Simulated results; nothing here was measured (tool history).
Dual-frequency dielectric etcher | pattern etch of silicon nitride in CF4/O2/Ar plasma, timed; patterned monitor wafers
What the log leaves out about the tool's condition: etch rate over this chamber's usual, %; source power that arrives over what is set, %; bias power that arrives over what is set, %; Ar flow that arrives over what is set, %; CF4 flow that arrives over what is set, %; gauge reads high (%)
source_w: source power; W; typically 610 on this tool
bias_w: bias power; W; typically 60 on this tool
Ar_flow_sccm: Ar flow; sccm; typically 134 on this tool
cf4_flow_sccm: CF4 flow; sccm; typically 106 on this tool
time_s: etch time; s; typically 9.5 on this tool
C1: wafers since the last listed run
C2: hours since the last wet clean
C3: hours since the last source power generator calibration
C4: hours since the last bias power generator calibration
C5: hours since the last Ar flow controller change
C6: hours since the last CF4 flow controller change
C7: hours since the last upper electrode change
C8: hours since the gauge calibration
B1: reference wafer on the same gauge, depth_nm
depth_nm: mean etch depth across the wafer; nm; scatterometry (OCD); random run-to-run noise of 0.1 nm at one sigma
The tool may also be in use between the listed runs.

Run 1, day 0.000: usual settings; C1 0; C2 269.9; C3 1844.3; C4 1987.8; C5 2515.0; C6 4463.6; C7 2412.9; C8 66.7; B1 22.01. Result: depth_nm 21.06 nm.
Run 2, day 2.146: usual settings; C1 744; C2 321.4; C3 1895.8; C4 2039.3; C5 2566.5; C6 4515.1; C7 2464.4; C8 118.2; B1 22.00. Result: depth_nm 21.42 nm.
Run 3, day 2.792: usual settings; C1 223; C2 336.9; C3 1911.3; C4 2054.8; C5 2582.0; C6 4530.6; C7 2479.9; C8 133.7; B1 21.96. Result: depth_nm 21.09 nm.
At day 3.488: gauge calibrated.
At day 3.817: Ar flow controller replaced.
At day 4.267: wet clean of the chamber.
At day 4.342: bias power generator calibrated.
At day 5.292: upper electrode replaced.
Run 4, day 5.312: usual settings but Ar_flow_sccm 145 sccm, time_s 11.0 s; C1 276; C2 25.1; C3 1971.8; C4 23.3; C5 35.9; C6 4591.1; C7 0.5; C8 43.8; B1 22.00. Result: depth_nm 23.48 nm.
Run 5, day 5.325: usual settings but cf4_flow_sccm 123 sccm, time_s 10.5 s; C1 4; C2 25.4; C3 1972.1; C4 23.6; C5 36.2; C6 4591.4; C7 0.8; C8 44.1; B1 22.01. Result: depth_nm 23.30 nm.
Run 6, day 5.338: usual settings; C1 4; C2 25.7; C3 1972.4; C4 23.9; C5 36.5; C6 4591.7; C7 1.1; C8 44.4; B1 21.99. Result: depth_nm 20.64 nm.
Run 7, day 5.350: usual settings; C1 4; C2 26.0; C3 1972.7; C4 24.2; C5 36.8; C6 4592.0; C7 1.4; C8 44.7; B1 22.00. Result: depth_nm 20.74 nm.
At day 5.538: source power generator calibrated.
At day 6.117: CF4 flow controller replaced.
Run 8, day 6.138: usual settings; C1 128; C2 44.9; C3 14.4; C4 43.1; C5 55.7; C6 0.5; C7 20.3; C8 63.6; B1 22.02. Result: depth_nm 20.71 nm.
Run 9, day 6.542: usual settings but bias_w 49 W, Ar_flow_sccm 103 sccm, cf4_flow_sccm 122 sccm, time_s 11.5 s; C1 140; C2 54.6; C3 24.1; C4 52.8; C5 65.4; C6 10.2; C7 30.0; C8 73.3; B1 21.99. Result: depth_nm 25.20 nm.
Run 10, day 7.258: usual settings; C1 248; C2 71.8; C3 41.3; C4 70.0; C5 82.6; C6 27.4; C7 47.2; C8 90.5; B1 22.00. Result: depth_nm 20.71 nm.
Run 11, day 7.517: usual settings but bias_w 52 W, Ar_flow_sccm 161 sccm, cf4_flow_sccm 87 sccm, time_s 10.5 s; C1 89; C2 78.0; C3 47.5; C4 76.2; C5 88.8; C6 33.6; C7 53.4; C8 96.7; B1 22.02. Result: depth_nm 20.42 nm.
Run 12, day 8.262: usual settings but bias_w 52 W, Ar_flow_sccm 161 sccm, cf4_flow_sccm 87 sccm, time_s 10.5 s; C1 258; C2 95.9; C3 65.4; C4 94.1; C5 106.7; C6 51.5; C7 71.3; C8 114.6; B1 21.99. Result: depth_nm 20.47 nm.
Run 13, day 8.717: usual settings but bias_w 72 W, time_s 11.5 s; C1 157; C2 106.8; C3 76.3; C4 105.0; C5 117.6; C6 62.4; C7 82.2; C8 125.5; B1 21.99. Result: depth_nm 26.48 nm.
Run 14, day 9.217: usual settings but bias_w 45 W, cf4_flow_sccm 84 sccm; C1 173; C2 118.8; C3 88.3; C4 117.0; C5 129.6; C6 74.4; C7 94.2; C8 137.5; B1 21.97. Result: depth_nm 18.21 nm.
Run 15, day 9.704: usual settings but time_s 6.5 s; C1 169; C2 130.5; C3 100.0; C4 128.7; C5 141.3; C6 86.1; C7 105.9; C8 149.2; B1 21.97. Result: depth_nm 14.32 nm.
At day 9.983: gauge calibrated.
Run 16, day 10.342: usual settings but bias_w 68 W, Ar_flow_sccm 116 sccm, cf4_flow_sccm 118 sccm, time_s 11.5 s; C1 221; C2 145.8; C3 115.3; C4 144.0; C5 156.6; C6 101.4; C7 121.2; C8 8.6; B1 22.04. Result: depth_nm 27.29 nm.

Predict each of these 4 candidate next runs independently; none follows another, all start after run 16:
Run A, day 10.358: usual settings; C1 5; C2 146.2; C3 115.7; C4 144.4; C5 157.0; C6 101.8; C7 121.6; C8 9.0; B1 ?. Result: depth_nm ?.
Run B, day 10.358: usual settings but source_w 670 W, Ar_flow_sccm 116 sccm; C1 5; C2 146.2; C3 115.7; C4 144.4; C5 157.0; C6 101.8; C7 121.6; C8 9.0; B1 ?. Result: depth_nm ?.
Run C, day 10.358: usual settings but cf4_flow_sccm 83 sccm; C1 5; C2 146.2; C3 115.7; C4 144.4; C5 157.0; C6 101.8; C7 121.6; C8 9.0; B1 ?. Result: depth_nm ?.
Run D, day 10.358: usual settings but source_w 690 W, bias_w 50 W, Ar_flow_sccm 160 sccm, time_s 12.0 s; C1 5; C2 146.2; C3 115.7; C4 144.4; C5 157.0; C6 101.8; C7 121.6; C8 9.0; B1 ?. Result: depth_nm ?.

run     B1  depth_nm
  A  21.96     21.02
  B  21.96     22.92
  C  21.96     19.90
  D  21.96     26.67
With the hidden condition removed and each run's random variation left untouched, the same runs would have given:
run  depth_nm
  A     20.53
  B     22.39
  C     19.44
  D     26.05
